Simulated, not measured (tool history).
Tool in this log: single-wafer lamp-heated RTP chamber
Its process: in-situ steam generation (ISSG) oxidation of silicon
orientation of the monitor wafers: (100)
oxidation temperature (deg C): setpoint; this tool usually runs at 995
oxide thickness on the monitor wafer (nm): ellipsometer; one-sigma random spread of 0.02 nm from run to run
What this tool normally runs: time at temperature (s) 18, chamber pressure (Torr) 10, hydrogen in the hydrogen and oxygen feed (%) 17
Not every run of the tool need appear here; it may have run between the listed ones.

| run | hour | oxidation temperature (deg C) | time at temperature (s) | chamber pressure (Torr) | hydrogen in the hydrogen and oxygen feed (%) | read-back reference wafer on the same gauge, thickness | oxide thickness on the monitor wafer (nm) |
|---|---|---|---|---|---|---|---|
| 1 | 0 | 995 | 18 | 10 | 17 | 3.636 | 4.477 |
| 2 | 14.1 | 995 | 18 | 9.1 | 17 | 3.642 | 4.53 |
| 3 | 48.6 | 995 | 18 | 9.1 | 17 | 3.642 | 4.508 |
| 4 | 57.2 | 995 | 18 | 10 | 25 | 3.64 | 4.882 |
| 5 | 68.8 | 995 | 18 | 10.2 | 21 | 3.641 | 4.677 |
| 6 | 86.4 | 995 | 18 | 10.2 | 21 | 3.638 | 4.692 |
| 7 | 102.7 | 995 | 18 | 10.2 | 21 | 3.634 | 4.64 |
| 8 | 111.2 | 995 | 18 | 10 | 17 | 3.643 | 4.503 |
| 9 | 119.1 | 995 | 18 | 10 | 17 | 3.643 | 4.479 |
|  | 138.9 | hydrogen flow controller replaced |
| 10 | 139.4 | 1007 | 18 | 10 | 17 | 3.642 | 4.72 |
| 11 | 152.7 | 995 | 18 | 9.4 | 17 | 3.637 | 4.527 |
|  | 162.3 | pressure gauge zeroed |
| 12 | 169 | 995 | 18 | 9.4 | 17 | 3.642 | 4.56 |
| 13 | 184.5 | 995 | 18 | 10 | 17 | 3.638 | 4.543 |
| 14 | 193 | 995 | 18 | 10 | 21 | 3.644 | 4.751 |
| 15 | 203.5 | 995 | 18 | 10.2 | 11 | 3.639 | 4.134 |
| 16 | 217.4 | 995 | 18 | 10 | 17 | 3.639 | 4.523 |
| 17 | 228.6 | 979 | 18 | 10 | 14 | 3.643 | 4.099 |
| 18 | 235.2 | 995 | 21 | 10 | 12 | 3.643 | 4.554 |
|  | 259.4 | pyrometer window cleaned and pyrometer calibrated |
| 19 | 259.9 | 975 | 24 | 8.6 | 25 | 3.638 | 5.197 |
| 20 | 269 | 976 | 18 | 10.2 | 17 | 3.643 | 4.098 |
| 21 | 276.6 | 975 | 24 | 8.6 | 25 | 3.637 | 5.182 |
|  | 287.2 | gauge calibrated |
| 22 | 290.7 | 995 | 18 | 8.7 | 17 | 3.639 | 4.516 |
| 23 | 303.4 | 1010 | 21 | 10.2 | 11 | 3.642 | 4.647 |
| 24 | 326.5 | 995 | 15 | 10.2 | 17 | 3.638 | 4.065 |
| 25 | 334.9 | 995 | 18 | 10 | 20 | 3.638 | 4.58 |
| 26 | 346.1 | 995 | 18 | 8.8 | 24 | 3.645 | 4.909 |
| 27 | 355.1 | 984 | 23 | 10 | 17 | 3.641 | 4.754 |
| 28 | 362.1 | 995 | 18 | 10 | 17 | 3.642 | 4.405 |
| 29 | 371.3 | 985 | 13 | 10 | 17 | 3.641 | 3.718 |
| 30 | 389.1 | 995 | 12 | 9.1 | 12 | 3.638 | 3.487 |
| 31 | 404.9 | 995 | 25 | 9.4 | 17 | 3.639 | 5.281 |
| 32 | 419 | 995 | 18 | 10 | 17 | 3.64 | 4.446 |

3 ways to go on from here, each from the tool as it stands after run 32. What would each give?
| A | 419.4 | 995 | 18 | 10 | 17 | ? | ? |
| B | 419.4 | 985 | 16 | 10.2 | 21 | ? | ? |
| C | 419.4 | 995 | 22 | 10 | 17 | ? | ? |

| run | read-back reference wafer on the same gauge, thickness | oxide thickness on the monitor wafer (nm) |
|---|---|---|
| A | 3.643 | 4.459 |
| B | 3.643 | 4.25 |
| C | 3.643 | 4.898 |
With no hidden state in the tool, these same runs would have given:
| run | oxide thickness on the monitor wafer (nm) |
|---|---|
| A | 4.435 |
| B | 4.23 |
| C | 4.87 |
